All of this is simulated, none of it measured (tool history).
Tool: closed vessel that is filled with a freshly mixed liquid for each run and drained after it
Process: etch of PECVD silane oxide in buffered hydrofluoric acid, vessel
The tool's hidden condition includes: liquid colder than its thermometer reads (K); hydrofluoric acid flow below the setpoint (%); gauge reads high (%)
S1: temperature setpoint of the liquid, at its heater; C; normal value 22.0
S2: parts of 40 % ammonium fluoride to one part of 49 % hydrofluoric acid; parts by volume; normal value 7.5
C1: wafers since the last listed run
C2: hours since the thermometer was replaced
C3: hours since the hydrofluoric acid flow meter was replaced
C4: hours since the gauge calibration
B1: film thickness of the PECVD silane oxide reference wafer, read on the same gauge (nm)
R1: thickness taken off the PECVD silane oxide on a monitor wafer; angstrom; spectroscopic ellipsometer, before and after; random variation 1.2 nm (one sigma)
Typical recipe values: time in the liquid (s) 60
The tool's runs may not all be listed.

Run 1, hour 0.0: usual settings but time in the liquid (s) 70; C1 0; C2 1786.2; C3 394.3; C4 1322.5; B1 49.99. Result: R1 1758.8 angstrom.
Run 2, hour 106.4: usual settings but S1 23.5 C; C1 11280; C2 1892.6; C3 500.7; C4 1428.9; B1 49.96. Result: R1 1619.2 angstrom.
Run 3, hour 149.4: usual settings but S1 23.5 C; C1 4559; C2 1935.6; C3 543.7; C4 1471.9; B1 49.98. Result: R1 1613.4 angstrom.
Run 4, hour 249.3: usual settings; C1 10591; C2 2035.5; C3 643.6; C4 1571.8; B1 50.02. Result: R1 1455.5 angstrom.
Run 5, hour 302.3: usual settings; C1 5619; C2 2088.5; C3 696.6; C4 1624.8; B1 50.03. Result: R1 1465.9 angstrom.
Run 6, hour 404.5: usual settings; C1 10835; C2 2190.7; C3 798.8; C4 1727.0; B1 50.01. Result: R1 1457.9 angstrom.
Run 7, hour 443.8: usual settings; C1 4166; C2 2230.0; C3 838.1; C4 1766.3; B1 49.97. Result: R1 1461.5 angstrom.
Run 8, hour 484.4: usual settings; C1 4304; C2 2270.6; C3 878.7; C4 1806.9; B1 50.00. Result: R1 1446.2 angstrom.
Run 9, hour 589.2: usual settings; C1 11111; C2 2375.4; C3 983.5; C4 1911.7; B1 50.00. Result: R1 1445.9 angstrom.
At hour 641.9: thermometer replaced.
At hour 654.0: gauge calibrated.
Run 10, hour 661.5: usual settings; C1 7559; C2 19.6; C3 1055.8; C4 7.5; B1 50.01. Result: R1 1411.5 angstrom.
At hour 718.7: hydrofluoric acid flow meter replaced.
Run 11, hour 748.0: usual settings but S1 24.0 C; C1 9064; C2 106.1; C3 29.3; C4 94.0; B1 50.00. Result: R1 1734.1 angstrom.
Run 12, hour 820.9: usual settings but S1 24.0 C; C1 7729; C2 179.0; C3 102.2; C4 166.9; B1 50.01. Result: R1 1722.9 angstrom.
Run 13, hour 860.6: usual settings but S1 24.0 C; C1 4209; C2 218.7; C3 141.9; C4 206.6; B1 49.99. Result: R1 1698.5 angstrom.
Run 14, hour 940.9: usual settings but S2 7.0 parts by volume; C1 8513; C2 299.0; C3 222.2; C4 286.9; B1 49.99. Result: R1 1629.3 angstrom.
Run 15, hour 1027.5: usual settings but S1 23.5 C, S2 5.0 parts by volume; C1 9181; C2 385.6; C3 308.8; C4 373.5; B1 50.01. Result: R1 2357.8 angstrom.
Run 16, hour 1085.5: usual settings; C1 6149; C2 443.6; C3 366.8; C4 431.5; B1 50.01. Result: R1 1491.7 angstrom.
Run 17, hour 1165.0: usual settings but S1 18.0 C; C1 8428; C2 523.1; C3 446.3; C4 511.0; B1 50.00. Result: R1 1191.4 angstrom.
Run 18, hour 1247.8: usual settings; C1 8778; C2 605.9; C3 529.1; C4 593.8; B1 50.03. Result: R1 1464.6 angstrom.
Run 19, hour 1292.5: usual settings but S1 18.5 C, S2 9.0 parts by volume, time in the liquid (s) 85; C1 4739; C2 650.6; C3 573.8; C4 638.5; B1 49.99. Result: R1 1439.4 angstrom.
Run 20, hour 1335.3: usual settings but S1 18.5 C, S2 5.0 parts by volume, time in the liquid (s) 45; C1 4537; C2 693.4; C3 616.6; C4 681.3; B1 50.01. Result: R1 1322.0 angstrom.
Run 21, hour 1394.7: usual settings; C1 6297; C2 752.8; C3 676.0; C4 740.7; B1 49.99. Result: R1 1471.9 angstrom.
Run 22, hour 1466.9: usual settings but S1 19.5 C, S2 10.0 parts by volume, time in the liquid (s) 45; C1 7654; C2 825.0; C3 748.2; C4 812.9; B1 49.99. Result: R1 736.2 angstrom.
Run 23, hour 1569.0: usual settings but time in the liquid (s) 45; C1 10824; C2 927.1; C3 850.3; C4 915.0; B1 49.98. Result: R1 1075.1 angstrom.
Run 24, hour 1668.2: usual settings but S1 20.0 C, S2 9.0 parts by volume; C1 10517; C2 1026.3; C3 949.5; C4 1014.2; B1 50.00. Result: R1 1084.6 angstrom.
Run 25, hour 1746.1: usual settings but S1 25.0 C; C1 8259; C2 1104.2; C3 1027.4; C4 1092.1; B1 49.97. Result: R1 1651.6 angstrom.
At hour 1775.4: hydrofluoric acid flow meter replaced.
Run 26, hour 1840.6: usual settings but S2 6.5 parts by volume; C1 9913; C2 1198.7; C3 65.2; C4 1186.6; B1 49.97. Result: R1 1781.1 angstrom.
Run 27, hour 1936.4: usual settings but S2 8.5 parts by volume, time in the liquid (s) 90; C1 10157; C2 1294.5; C3 161.0; C4 1282.4; B1 50.00. Result: R1 1993.7 angstrom.
Run 28, hour 2032.6: usual settings but S2 5.5 parts by volume, time in the liquid (s) 75; C1 10199; C2 1390.7; C3 257.2; C4 1378.6; B1 49.98. Result: R1 2501.3 angstrom.

Here are 3 independent what-if runs from the current tool condition. What would each one return?
Run A, hour 2033.3: usual settings but S2 9.0 parts by volume; C1 74; C2 1391.4; C3 257.9; C4 1379.3; B1 ?. Result: R1 ?.
Run B, hour 2033.3: usual settings but S2 6.0 parts by volume; C1 74; C2 1391.4; C3 257.9; C4 1379.3; B1 ?. Result: R1 ?.
Run C, hour 2033.3: usual settings but S2 10.0 parts by volume, time in the liquid (s) 95; C1 74; C2 1391.4; C3 257.9; C4 1379.3; B1 ?. Result: R1 ?.

run     B1      R1
  A  50.00  1251.5
  B  50.00  1868.6
  C  50.00  1841.3
With no hidden state in the tool, these same runs would have given:
run      R1
  A  1267.8
  B  1902.2
  C  1878.6

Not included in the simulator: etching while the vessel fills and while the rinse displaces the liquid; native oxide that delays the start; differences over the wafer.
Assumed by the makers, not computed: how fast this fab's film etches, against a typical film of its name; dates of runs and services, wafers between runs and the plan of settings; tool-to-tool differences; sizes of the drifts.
